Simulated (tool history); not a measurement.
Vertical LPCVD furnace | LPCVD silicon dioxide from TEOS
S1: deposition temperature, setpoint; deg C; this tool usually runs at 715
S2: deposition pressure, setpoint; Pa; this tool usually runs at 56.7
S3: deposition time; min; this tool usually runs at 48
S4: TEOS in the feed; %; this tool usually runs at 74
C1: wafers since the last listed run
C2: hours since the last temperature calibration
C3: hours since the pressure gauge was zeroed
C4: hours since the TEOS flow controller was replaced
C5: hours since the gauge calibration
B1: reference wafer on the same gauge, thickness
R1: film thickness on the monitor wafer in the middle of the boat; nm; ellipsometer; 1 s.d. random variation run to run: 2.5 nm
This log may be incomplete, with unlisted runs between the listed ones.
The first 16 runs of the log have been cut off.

Run 17, hour 460.1: usual settings but S1 704 deg C, S2 50 Pa, S3 37.5 min, S4 60 %; C1 461; C2 101.8; C3 1708.7; C4 237; C5 435.6; B1 515.96. Result: R1 330.6 nm.
Run 18, hour 486.9: usual settings but S4 78 %; C1 473; C2 128.6; C3 1735.5; C4 263.8; C5 462.4; B1 516.07. Result: R1 658.12 nm.
Run 19, hour 518.2: usual settings but S2 46 Pa, S3 42 min, S4 64 %; C1 552; C2 159.9; C3 1766.8; C4 295.1; C5 493.7; B1 515.84. Result: R1 468.63 nm.
Run 20, hour 537.2: usual settings; C1 335; C2 178.9; C3 1785.8; C4 314.1; C5 512.7; B1 515.88. Result: R1 639.91 nm.
At hour 550: gauge calibrated.
At hour 563.1: pressure gauge zeroed.
Run 21, hour 566.5: usual settings; C1 93; C2 208.2; C3 3.4; C4 343.4; C5 16.5; B1 516.78. Result: R1 642.63 nm.
Run 22, hour 595.8: usual settings but S1 709 deg C, S2 70 Pa; C1 517; C2 237.5; C3 32.7; C4 372.7; C5 45.8; B1 515.92. Result: R1 623.85 nm.
Run 23, hour 617.3: usual settings but S2 53.3 Pa; C1 379; C2 259; C3 54.2; C4 394.2; C5 67.3; B1 516.51. Result: R1 631.38 nm.
Run 24, hour 637.9: usual settings; C1 363; C2 279.6; C3 74.8; C4 414.8; C5 87.9; B1 516.25. Result: R1 639.65 nm.
Run 25, hour 654.2: usual settings but S1 725 deg C, S2 52 Pa, S3 58 min; C1 287; C2 295.9; C3 91.1; C4 431.1; C5 104.2; B1 515.85. Result: R1 935.5 nm.
Run 26, hour 675.3: usual settings but S2 62 Pa, S3 59 min, S4 62 %; C1 372; C2 317; C3 112.2; C4 452.2; C5 125.3; B1 515.32. Result: R1 758.35 nm.
Run 27, hour 770.5: usual settings; C1 1681; C2 412.2; C3 207.4; C4 547.4; C5 220.5; B1 516.17. Result: R1 646.88 nm.
Run 28, hour 784.7: usual settings but S1 726 deg C, S3 33.5 min; C1 250; C2 426.4; C3 221.6; C4 561.6; C5 234.7; B1 516.57. Result: R1 575.34 nm.
Run 29, hour 816.4: usual settings but S2 50 Pa, S3 38.5 min, S4 82 %; C1 560; C2 458.1; C3 253.3; C4 593.3; C5 266.4; B1 516.52. Result: R1 513.84 nm.
Run 30, hour 842.3: usual settings; C1 457; C2 484; C3 279.2; C4 619.2; C5 292.3; B1 515.92. Result: R1 646.05 nm.

Each row is a separate what-if for the run after 30, all from the same tool condition, not one after another. Results?
Run A, hour 847: usual settings but S3 62.5 min; C1 83; C2 488.7; C3 283.9; C4 623.9; C5 297; B1 ?. Result: R1 ?.
Run B, hour 847: usual settings but S2 61.3 Pa, S3 57 min; C1 83; C2 488.7; C3 283.9; C4 623.9; C5 297; B1 ?. Result: R1 ?.
Run C, hour 847: usual settings but S2 67.3 Pa; C1 83; C2 488.7; C3 283.9; C4 623.9; C5 297; B1 ?. Result: R1 ?.
Run D, hour 847: usual settings but S1 704 deg C, S2 64.7 Pa, S3 32 min; C1 83; C2 488.7; C3 283.9; C4 623.9; C5 297; B1 ?. Result: R1 ?.
Run E, hour 847: usual settings but S4 61 %; C1 83; C2 488.7; C3 283.9; C4 623.9; C5 297; B1 ?. Result: R1 ?.

run      B1      R1
  A  515.59  844.88
  B  515.59  801.63
  C  515.59  707.31
  D  515.59  359.72
  E  515.59  589.12
Stripped of hidden state, with their random variation kept, the same runs would have yielded:
run      R1
  A  830.01
  B  787.52
  C  694.86
  D  353.25
  E  578.75

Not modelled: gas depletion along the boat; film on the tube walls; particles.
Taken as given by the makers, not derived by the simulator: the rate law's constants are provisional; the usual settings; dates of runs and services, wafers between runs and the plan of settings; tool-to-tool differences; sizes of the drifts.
